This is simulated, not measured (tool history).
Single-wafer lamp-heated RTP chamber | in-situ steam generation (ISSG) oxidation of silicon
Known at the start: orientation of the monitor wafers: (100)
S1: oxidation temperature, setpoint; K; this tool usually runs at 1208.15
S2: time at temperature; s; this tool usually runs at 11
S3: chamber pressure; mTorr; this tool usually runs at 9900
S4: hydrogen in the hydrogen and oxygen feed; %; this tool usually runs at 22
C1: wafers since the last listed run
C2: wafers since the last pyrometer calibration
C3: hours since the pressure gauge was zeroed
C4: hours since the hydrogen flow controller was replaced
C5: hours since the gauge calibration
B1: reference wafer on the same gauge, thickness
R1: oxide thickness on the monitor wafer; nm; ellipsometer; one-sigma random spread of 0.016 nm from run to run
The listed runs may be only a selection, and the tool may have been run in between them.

{"run": 1, "hour": 0.0, "S1": 1208.15, "S2": 11, "S3": 9900, "S4": 22, "C1": 0, "C2": 2911, "C3": 1124.5, "C4": 5936.0, "C5": 1894.0, "B1": 3.954, "R1": 3.81}
{"hour": 25.9, "done": "hydrogen flow controller replaced"}
{"run": 2, "hour": 40.1, "S1": 1208.15, "S2": 11, "S3": 9900, "S4": 22, "C1": 284, "C2": 3195, "C3": 1164.6, "C4": 14.2, "C5": 1934.1, "B1": 3.963, "R1": 3.831}
{"run": 3, "hour": 86.5, "S1": 1208.15, "S2": 11, "S3": 9500, "S4": 22, "C1": 410, "C2": 3606, "C3": 1211.0, "C4": 60.6, "C5": 1980.5, "B1": 3.968, "R1": 3.838}
{"run": 4, "hour": 131.2, "S1": 1208.15, "S2": 11, "S3": 9900, "S4": 22, "C1": 395, "C2": 4002, "C3": 1255.7, "C4": 105.3, "C5": 2025.2, "B1": 3.975, "R1": 3.836}
{"hour": 147.7, "done": "pyrometer window cleaned and pyrometer calibrated"}
{"run": 5, "hour": 181.9, "S1": 1208.15, "S2": 11, "S3": 9900, "S4": 22, "C1": 377, "C2": 302, "C3": 1306.4, "C4": 156.0, "C5": 2075.9, "B1": 3.982, "R1": 3.829}
{"run": 6, "hour": 211.1, "S1": 1208.15, "S2": 11, "S3": 10200, "S4": 22, "C1": 258, "C2": 561, "C3": 1335.6, "C4": 185.2, "C5": 2105.1, "B1": 3.991, "R1": 3.816}
{"run": 7, "hour": 252.5, "S1": 1208.15, "S2": 11, "S3": 9900, "S4": 22, "C1": 366, "C2": 927, "C3": 1377.0, "C4": 226.6, "C5": 2146.5, "B1": 3.999, "R1": 3.845}
{"hour": 267.5, "done": "gauge calibrated"}
{"run": 8, "hour": 282.3, "S1": 1208.15, "S2": 11, "S3": 9900, "S4": 24, "C1": 263, "C2": 1191, "C3": 1406.8, "C4": 256.4, "C5": 14.8, "B1": 3.791, "R1": 3.7}
{"hour": 342.6, "done": "pressure gauge zeroed"}
{"run": 9, "hour": 346.0, "S1": 1208.15, "S2": 11, "S3": 9900, "S4": 22, "C1": 493, "C2": 1684, "C3": 3.4, "C4": 320.1, "C5": 78.5, "B1": 3.795, "R1": 3.7}
{"run": 10, "hour": 403.6, "S1": 1197.15, "S2": 11, "S3": 10200, "S4": 22, "C1": 509, "C2": 2194, "C3": 61.0, "C4": 377.7, "C5": 136.1, "B1": 3.796, "R1": 3.547}
{"run": 11, "hour": 453.2, "S1": 1201.15, "S2": 11, "S3": 10200, "S4": 16, "C1": 439, "C2": 2633, "C3": 110.6, "C4": 427.3, "C5": 185.7, "B1": 3.795, "R1": 3.353}
{"run": 12, "hour": 500.9, "S1": 1208.15, "S2": 13, "S3": 9900, "S4": 22, "C1": 422, "C2": 3055, "C3": 158.3, "C4": 475.0, "C5": 233.4, "B1": 3.797, "R1": 3.918}
{"hour": 542.9, "done": "pyrometer window cleaned and pyrometer calibrated"}
{"run": 13, "hour": 543.4, "S1": 1208.15, "S2": 11, "S3": 9900, "S4": 22, "C1": 305, "C2": 4, "C3": 200.8, "C4": 517.5, "C5": 275.9, "B1": 3.802, "R1": 3.687}
{"run": 14, "hour": 572.5, "S1": 1208.15, "S2": 11, "S3": 9900, "S4": 22, "C1": 257, "C2": 262, "C3": 229.9, "C4": 546.6, "C5": 305.0, "B1": 3.796, "R1": 3.653}
{"run": 15, "hour": 597.5, "S1": 1208.15, "S2": 7, "S3": 9900, "S4": 22, "C1": 221, "C2": 483, "C3": 254.9, "C4": 571.6, "C5": 330.0, "B1": 3.8, "R1": 3.104}
{"run": 16, "hour": 701.4, "S1": 1208.15, "S2": 11, "S3": 9900, "S4": 22, "C1": 919, "C2": 1403, "C3": 358.8, "C4": 675.5, "C5": 433.9, "B1": 3.806, "R1": 3.688}
{"run": 17, "hour": 732.4, "S1": 1197.15, "S2": 13, "S3": 10200, "S4": 15, "C1": 274, "C2": 1677, "C3": 389.8, "C4": 706.5, "C5": 464.9, "B1": 3.805, "R1": 3.493}
{"run": 18, "hour": 788.7, "S1": 1213.15, "S2": 11, "S3": 9900, "S4": 22, "C1": 498, "C2": 2176, "C3": 446.1, "C4": 762.8, "C5": 521.2, "B1": 3.809, "R1": 3.713}
{"run": 19, "hour": 842.6, "S1": 1208.15, "S2": 15, "S3": 9900, "S4": 27, "C1": 477, "C2": 2653, "C3": 500.0, "C4": 816.7, "C5": 575.1, "B1": 3.807, "R1": 4.333}
{"run": 20, "hour": 880.2, "S1": 1208.15, "S2": 11, "S3": 9900, "S4": 27, "C1": 332, "C2": 2986, "C3": 537.6, "C4": 854.3, "C5": 612.7, "B1": 3.81, "R1": 3.847}
{"run": 21, "hour": 940.7, "S1": 1208.15, "S2": 11, "S3": 9900, "S4": 29, "C1": 535, "C2": 3521, "C3": 598.1, "C4": 914.8, "C5": 673.2, "B1": 3.815, "R1": 3.906}
{"hour": 1000.3, "done": "pyrometer window cleaned and pyrometer calibrated"}
{"run": 22, "hour": 1005.9, "S1": 1208.15, "S2": 14, "S3": 9900, "S4": 12, "C1": 506, "C2": 49, "C3": 663.3, "C4": 980.0, "C5": 738.4, "B1": 3.817, "R1": 3.522}
{"run": 23, "hour": 1035.8, "S1": 1208.15, "S2": 11, "S3": 9900, "S4": 17, "C1": 264, "C2": 313, "C3": 693.2, "C4": 1009.9, "C5": 768.3, "B1": 3.818, "R1": 3.472}
{"run": 24, "hour": 1068.0, "S1": 1208.15, "S2": 11, "S3": 9900, "S4": 22, "C1": 285, "C2": 598, "C3": 725.4, "C4": 1042.1, "C5": 800.5, "B1": 3.821, "R1": 3.714}
{"run": 25, "hour": 1110.0, "S1": 1208.15, "S2": 13, "S3": 9900, "S4": 19, "C1": 371, "C2": 970, "C3": 767.4, "C4": 1084.1, "C5": 842.5, "B1": 3.824, "R1": 3.805}
{"run": 26, "hour": 1149.6, "S1": 1208.15, "S2": 11, "S3": 9900, "S4": 22, "C1": 350, "C2": 1321, "C3": 807.0, "C4": 1123.7, "C5": 882.1, "B1": 3.827, "R1": 3.697}
{"run": 27, "hour": 1188.9, "S1": 1219.15, "S2": 15, "S3": 9900, "S4": 25, "C1": 347, "C2": 1669, "C3": 846.3, "C4": 1163.0, "C5": 921.4, "B1": 3.829, "R1": 4.369}
{"run": 28, "hour": 1234.2, "S1": 1208.15, "S2": 11, "S3": 9900, "S4": 19, "C1": 401, "C2": 2070, "C3": 891.6, "C4": 1208.3, "C5": 966.7, "B1": 3.834, "R1": 3.57}
{"run": 29, "hour": 1281.4, "S1": 1208.15, "S2": 11, "S3": 9900, "S4": 22, "C1": 417, "C2": 2487, "C3": 938.8, "C4": 1255.5, "C5": 1013.9, "B1": 3.839, "R1": 3.706}
{"run": 30, "hour": 1332.2, "S1": 1217.15, "S2": 11, "S3": 9900, "S4": 22, "C1": 449, "C2": 2937, "C3": 989.6, "C4": 1306.3, "C5": 1064.7, "B1": 3.845, "R1": 3.799}

Consider 5 possible next runs. They are alternatives, not a sequence: every one starts from the tool as it was left by run 30. What does each give?
{"run": "A", "hour": 1332.6, "S1": 1208.15, "S2": 9, "S3": 9900, "S4": 22, "C1": 3, "C2": 2941, "C3": 990.0, "C4": 1306.7, "C5": 1065.1, "B1": "?", "R1": "?"}
{"run": "B", "hour": 1332.6, "S1": 1208.15, "S2": 11, "S3": 9900, "S4": 32, "C1": 3, "C2": 2941, "C3": 990.0, "C4": 1306.7, "C5": 1065.1, "B1": "?", "R1": "?"}
{"run": "C", "hour": 1332.6, "S1": 1208.15, "S2": 8, "S3": 9900, "S4": 22, "C1": 3, "C2": 2941, "C3": 990.0, "C4": 1306.7, "C5": 1065.1, "B1": "?", "R1": "?"}
{"run": "D", "hour": 1332.6, "S1": 1208.15, "S2": 11, "S3": 9000, "S4": 18, "C1": 3, "C2": 2941, "C3": 990.0, "C4": 1306.7, "C5": 1065.1, "B1": "?", "R1": "?"}
{"run": "E", "hour": 1332.6, "S1": 1192.15, "S2": 9, "S3": 9900, "S4": 22, "C1": 3, "C2": 2941, "C3": 990.0, "C4": 1306.7, "C5": 1065.1, "B1": "?", "R1": "?"}

run=A B1=3.843 R1=3.477
run=B B1=3.843 R1=4.078
run=C B1=3.843 R1=3.340
run=D B1=3.843 R1=3.608
run=E B1=3.843 R1=3.377
With the hidden condition removed and each run's random variation left untouched, the same runs would have given:
run=A R1=3.438
run=B R1=4.033
run=C R1=3.303
run=D R1=3.568
run=E R1=3.339
